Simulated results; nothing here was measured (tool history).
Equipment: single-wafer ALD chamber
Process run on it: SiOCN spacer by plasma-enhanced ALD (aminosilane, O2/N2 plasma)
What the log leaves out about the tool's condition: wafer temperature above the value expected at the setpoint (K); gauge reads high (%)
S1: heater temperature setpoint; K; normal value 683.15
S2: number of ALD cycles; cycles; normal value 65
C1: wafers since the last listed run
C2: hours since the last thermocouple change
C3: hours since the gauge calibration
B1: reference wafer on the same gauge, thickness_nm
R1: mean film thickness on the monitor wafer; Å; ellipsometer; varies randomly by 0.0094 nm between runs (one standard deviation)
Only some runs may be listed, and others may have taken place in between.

run 1 hour=0.0 | S1=677.15 S2=65 | C1=0 C2=1763.1 C3=9.5 | B1=4.170 | R1=37.93
run 2 hour=11.5 | S1=677.15 S2=65 | C1=48 C2=1774.6 C3=21.0 | B1=4.166 | R1=38.12
run 3 hour=26.5 | S1=677.15 S2=65 | C1=63 C2=1789.6 C3=36.0 | B1=4.172 | R1=38.02
run 4 hour=32.8 | S1=683.15 S2=65 | C1=26 C2=1795.9 C3=42.3 | B1=4.168 | R1=37.35
run 5 hour=44.3 | S1=683.15 S2=65 | C1=48 C2=1807.4 C3=53.8 | B1=4.170 | R1=37.43
run 6 hour=57.7 | S1=683.15 S2=65 | C1=56 C2=1820.8 C3=67.2 | B1=4.166 | R1=37.40
run 7 hour=72.5 | S1=683.15 S2=65 | C1=62 C2=1835.6 C3=82.0 | B1=4.168 | R1=37.25
run 8 hour=89.0 | S1=683.15 S2=53 | C1=70 C2=1852.1 C3=98.5 | B1=4.169 | R1=30.48
-- hour=89.9 gauge calibrated
-- hour=98.4 thermocouple changed; heater temperature recalibrated
run 9 hour=98.9 | S1=674.15 S2=54 | C1=8 C2=0.5 C3=9.0 | B1=4.171 | R1=31.69
run 10 hour=109.6 | S1=674.15 S2=59 | C1=45 C2=11.2 C3=19.7 | B1=4.170 | R1=34.70
run 11 hour=116.6 | S1=691.15 S2=78 | C1=29 C2=18.2 C3=26.7 | B1=4.168 | R1=43.92
run 12 hour=132.0 | S1=683.15 S2=65 | C1=65 C2=33.6 C3=42.1 | B1=4.169 | R1=37.33
run 13 hour=141.7 | S1=677.15 S2=57 | C1=41 C2=43.3 C3=51.8 | B1=4.172 | R1=33.34
run 14 hour=159.4 | S1=697.15 S2=65 | C1=75 C2=61.0 C3=69.5 | B1=4.173 | R1=35.97

4 ways to go on from here, each from the tool as it stands after run 14. What would each give?
run A hour=159.9 | S1=683.15 S2=54 | C1=2 C2=61.5 C3=70.0 | B1=? | R1=?
run B hour=159.9 | S1=679.15 S2=65 | C1=2 C2=61.5 C3=70.0 | B1=? | R1=?
run C hour=159.9 | S1=676.15 S2=76 | C1=2 C2=61.5 C3=70.0 | B1=? | R1=?
run D hour=159.9 | S1=678.15 S2=74 | C1=2 C2=61.5 C3=70.0 | B1=? | R1=?

run=A B1=4.169 R1=31.08
run=B B1=4.169 R1=37.82
run=C B1=4.169 R1=44.58
run=D B1=4.169 R1=43.18
Without the tool's unlogged condition, the same runs would have read:
run=A R1=31.08
run=B R1=37.82
run=C R1=44.58
run=D R1=43.18

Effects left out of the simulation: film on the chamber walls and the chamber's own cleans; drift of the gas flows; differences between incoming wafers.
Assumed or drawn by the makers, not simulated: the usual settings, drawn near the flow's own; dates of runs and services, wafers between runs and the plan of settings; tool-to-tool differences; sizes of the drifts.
